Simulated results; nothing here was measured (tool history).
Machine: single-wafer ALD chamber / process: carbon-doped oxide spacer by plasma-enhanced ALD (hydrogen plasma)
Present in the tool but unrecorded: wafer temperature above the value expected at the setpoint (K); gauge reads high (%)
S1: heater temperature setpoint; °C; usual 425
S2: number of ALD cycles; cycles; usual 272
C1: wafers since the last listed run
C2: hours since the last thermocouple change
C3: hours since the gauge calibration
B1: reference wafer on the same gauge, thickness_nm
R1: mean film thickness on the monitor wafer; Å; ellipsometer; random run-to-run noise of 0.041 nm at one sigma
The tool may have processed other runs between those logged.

{"run": 1, "day": 0.0, "S1": 430, "S2": 272, "C1": 0, "C2": 1482.4, "C3": 109.4, "B1": 13.394, "R1": 118.54}
{"run": 2, "day": 0.258, "S1": 430, "S2": 272, "C1": 8, "C2": 1488.6, "C3": 115.6, "B1": 13.398, "R1": 118.53}
{"run": 3, "day": 0.896, "S1": 430, "S2": 272, "C1": 22, "C2": 1503.9, "C3": 130.9, "B1": 13.412, "R1": 118.52}
{"run": 4, "day": 1.621, "S1": 433, "S2": 285, "C1": 25, "C2": 1521.3, "C3": 148.3, "B1": 13.383, "R1": 123.42}
{"run": 5, "day": 2.138, "S1": 425, "S2": 272, "C1": 17, "C2": 1533.7, "C3": 160.7, "B1": 13.421, "R1": 120.65}
{"run": 6, "day": 2.583, "S1": 425, "S2": 272, "C1": 15, "C2": 1544.4, "C3": 171.4, "B1": 13.385, "R1": 120.21}
{"run": 7, "day": 3.325, "S1": 425, "S2": 272, "C1": 25, "C2": 1562.2, "C3": 189.2, "B1": 13.407, "R1": 120.83}
{"run": 8, "day": 3.867, "S1": 417, "S2": 272, "C1": 18, "C2": 1575.2, "C3": 202.2, "B1": 13.402, "R1": 123.54}
{"run": 9, "day": 4.392, "S1": 417, "S2": 272, "C1": 18, "C2": 1587.8, "C3": 214.8, "B1": 13.378, "R1": 123.4}
{"run": 10, "day": 5.138, "S1": 425, "S2": 272, "C1": 25, "C2": 1605.7, "C3": 232.7, "B1": 13.384, "R1": 120.71}
{"run": 11, "day": 5.4, "S1": 413, "S2": 272, "C1": 9, "C2": 1612, "C3": 239, "B1": 13.392, "R1": 124.3}
{"run": 12, "day": 5.783, "S1": 413, "S2": 272, "C1": 13, "C2": 1621.2, "C3": 248.2, "B1": 13.402, "R1": 124.98}
{"day": 6.558, "done": "gauge calibrated"}
{"run": 13, "day": 6.688, "S1": 413, "S2": 272, "C1": 31, "C2": 1642.9, "C3": 3.1, "B1": 13.399, "R1": 124.79}
{"run": 14, "day": 7.121, "S1": 425, "S2": 272, "C1": 15, "C2": 1653.3, "C3": 13.5, "B1": 13.401, "R1": 121.03}
{"run": 15, "day": 7.508, "S1": 425, "S2": 272, "C1": 13, "C2": 1662.6, "C3": 22.8, "B1": 13.394, "R1": 120.34}
{"run": 16, "day": 8.046, "S1": 433, "S2": 240, "C1": 18, "C2": 1675.5, "C3": 35.7, "B1": 13.4, "R1": 103.79}
{"run": 17, "day": 8.396, "S1": 438, "S2": 287, "C1": 12, "C2": 1683.9, "C3": 44.1, "B1": 13.398, "R1": 122.29}
{"run": 18, "day": 8.708, "S1": 417, "S2": 272, "C1": 10, "C2": 1691.4, "C3": 51.6, "B1": 13.419, "R1": 123.32}
{"run": 19, "day": 9.246, "S1": 425, "S2": 256, "C1": 18, "C2": 1704.3, "C3": 64.5, "B1": 13.377, "R1": 112.55}
{"run": 20, "day": 9.583, "S1": 433, "S2": 285, "C1": 11, "C2": 1712.4, "C3": 72.6, "B1": 13.411, "R1": 123.89}
{"run": 21, "day": 10.096, "S1": 437, "S2": 221, "C1": 17, "C2": 1724.7, "C3": 84.9, "B1": 13.385, "R1": 95.11}
{"run": 22, "day": 10.408, "S1": 437, "S2": 258, "C1": 10, "C2": 1732.2, "C3": 92.4, "B1": 13.383, "R1": 110.53}
{"day": 11.771, "done": "thermocouple changed; heater temperature recalibrated"}
{"run": 23, "day": 12.029, "S1": 425, "S2": 256, "C1": 44, "C2": 6.2, "C3": 131.3, "B1": 13.378, "R1": 113.86}
{"run": 24, "day": 12.754, "S1": 436, "S2": 252, "C1": 25, "C2": 23.6, "C3": 148.7, "B1": 13.398, "R1": 108.72}
{"run": 25, "day": 13.188, "S1": 425, "S2": 272, "C1": 15, "C2": 34, "C3": 159.1, "B1": 13.43, "R1": 119.89}
{"run": 26, "day": 13.825, "S1": 425, "S2": 325, "C1": 22, "C2": 49.3, "C3": 174.4, "B1": 13.405, "R1": 143.7}
{"run": 27, "day": 14.346, "S1": 425, "S2": 272, "C1": 18, "C2": 61.8, "C3": 186.9, "B1": 13.409, "R1": 120.43}
{"run": 28, "day": 14.904, "S1": 435, "S2": 272, "C1": 19, "C2": 75.2, "C3": 200.3, "B1": 13.393, "R1": 117.56}
{"run": 29, "day": 15.238, "S1": 435, "S2": 246, "C1": 11, "C2": 83.2, "C3": 208.3, "B1": 13.416, "R1": 106.25}
{"run": 30, "day": 16.692, "S1": 435, "S2": 237, "C1": 50, "C2": 118.1, "C3": 243.2, "B1": 13.391, "R1": 101.88}
{"day": 17.721, "done": "gauge calibrated"}
{"run": 31, "day": 18.338, "S1": 425, "S2": 272, "C1": 57, "C2": 157.6, "C3": 14.8, "B1": 13.393, "R1": 120}

Hidden state, per run?
wafer temperature above the value expected at the setpoint (K): 0 at every run
gauge reads high (%): 0 at every run
